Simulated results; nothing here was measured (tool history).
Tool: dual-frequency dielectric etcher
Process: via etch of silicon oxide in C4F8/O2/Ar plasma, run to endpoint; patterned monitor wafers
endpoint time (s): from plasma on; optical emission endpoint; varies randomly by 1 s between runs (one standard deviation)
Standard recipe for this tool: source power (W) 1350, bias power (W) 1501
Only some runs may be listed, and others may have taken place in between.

| run | hour | source power (W) | bias power (W) | wafers since the last listed run | hours since the last wet clean | hours since the last source power generator calibration | hours since the last bias power generator calibration | hours since the last upper electrode change | incoming incoming film thickness, nm | endpoint time (s) |
|---|---|---|---|---|---|---|---|---|---|---|
| 1 | 0.0 | 1350 | 1640 | 0 | 253.7 | 3639.0 | 1481.2 | 5134.1 | 1421.1 | 330.5 |
| 2 | 14.8 | 1350 | 1640 | 79 | 268.5 | 3653.8 | 1496.0 | 5148.9 | 1399.2 | 325.9 |
| 3 | 23.6 | 1350 | 1640 | 47 | 277.3 | 3662.6 | 1504.8 | 5157.7 | 1403.3 | 326.2 |
| 4 | 36.5 | 1350 | 1749 | 69 | 290.2 | 3675.5 | 1517.7 | 5170.6 | 1403.3 | 318.4 |
|  | 72.5 | wet clean of the chamber |
|  | 75.5 | bias power generator calibrated |
|  | 81.5 | upper electrode replaced |
| 5 | 82.0 | 1350 | 1749 | 67 | 9.5 | 3721.0 | 6.5 | 0.5 | 1421.9 | 331.1 |
| 6 | 82.3 | 1350 | 1501 | 1 | 9.8 | 3721.3 | 6.8 | 0.8 | 1406.6 | 342.4 |
| 7 | 82.7 | 1350 | 1501 | 2 | 10.2 | 3721.7 | 7.2 | 1.2 | 1408.0 | 345.1 |
| 8 | 90.9 | 1350 | 1501 | 44 | 18.4 | 3729.9 | 15.4 | 9.4 | 1405.2 | 342.5 |
| 9 | 100.0 | 1430 | 1501 | 48 | 27.5 | 3739.0 | 24.5 | 18.5 | 1402.3 | 334.9 |
| 10 | 109.9 | 1350 | 1501 | 53 | 37.4 | 3748.9 | 34.4 | 28.4 | 1417.4 | 344.7 |
| 11 | 119.0 | 1350 | 1501 | 48 | 46.5 | 3758.0 | 43.5 | 37.5 | 1411.9 | 342.5 |
| 12 | 127.5 | 1350 | 1231 | 45 | 55.0 | 3766.5 | 52.0 | 46.0 | 1408.3 | 359.8 |
| 13 | 135.7 | 1350 | 1501 | 44 | 63.2 | 3774.7 | 60.2 | 54.2 | 1405.9 | 342.2 |
| 14 | 151.7 | 1250 | 1501 | 86 | 79.2 | 3790.7 | 76.2 | 70.2 | 1406.4 | 351.2 |
|  | 158.1 | source power generator calibrated |
| 15 | 165.8 | 1350 | 1501 | 54 | 93.3 | 7.7 | 90.3 | 84.3 | 1415.5 | 344.8 |
| 16 | 173.0 | 1470 | 1854 | 38 | 100.5 | 14.9 | 97.5 | 91.5 | 1419.7 | 312.9 |
| 17 | 180.6 | 1630 | 1687 | 40 | 108.1 | 22.5 | 105.1 | 99.1 | 1405.6 | 306.8 |
| 18 | 189.8 | 1460 | 1501 | 49 | 117.3 | 31.7 | 114.3 | 108.3 | 1408.0 | 330.4 |
| 19 | 201.8 | 1350 | 1501 | 64 | 129.3 | 43.7 | 126.3 | 120.3 | 1411.9 | 340.4 |
| 20 | 209.6 | 1180 | 1379 | 41 | 137.1 | 51.5 | 134.1 | 128.1 | 1417.9 | 369.2 |
| 21 | 216.6 | 1170 | 1126 | 37 | 144.1 | 58.5 | 141.1 | 135.1 | 1406.3 | 385.4 |

Alternative continuations, all from the tool just after run 21; predict every row:
| A | 217.1 | 1350 | 1501 | 2 | 144.6 | 59.0 | 141.6 | 135.6 | 1414.9 | ? |
| B | 217.1 | 1110 | 1371 | 2 | 144.6 | 59.0 | 141.6 | 135.6 | 1414.9 | ? |
| C | 217.1 | 1110 | 1635 | 2 | 144.6 | 59.0 | 141.6 | 135.6 | 1414.9 | ? |
| D | 217.1 | 1350 | 1355 | 2 | 144.6 | 59.0 | 141.6 | 135.6 | 1414.9 | ? |

| run | endpoint time (s) |
|---|---|
| A | 341.3 |
| B | 377.3 |
| C | 359.9 |
| D | 350.5 |
The same runs, with their run-to-run variation unchanged, on a tool lacking any hidden condition would have given:
| run | endpoint time (s) |
|---|---|
| A | 344.9 |
| B | 381.4 |
| C | 363.7 |
| D | 354.3 |
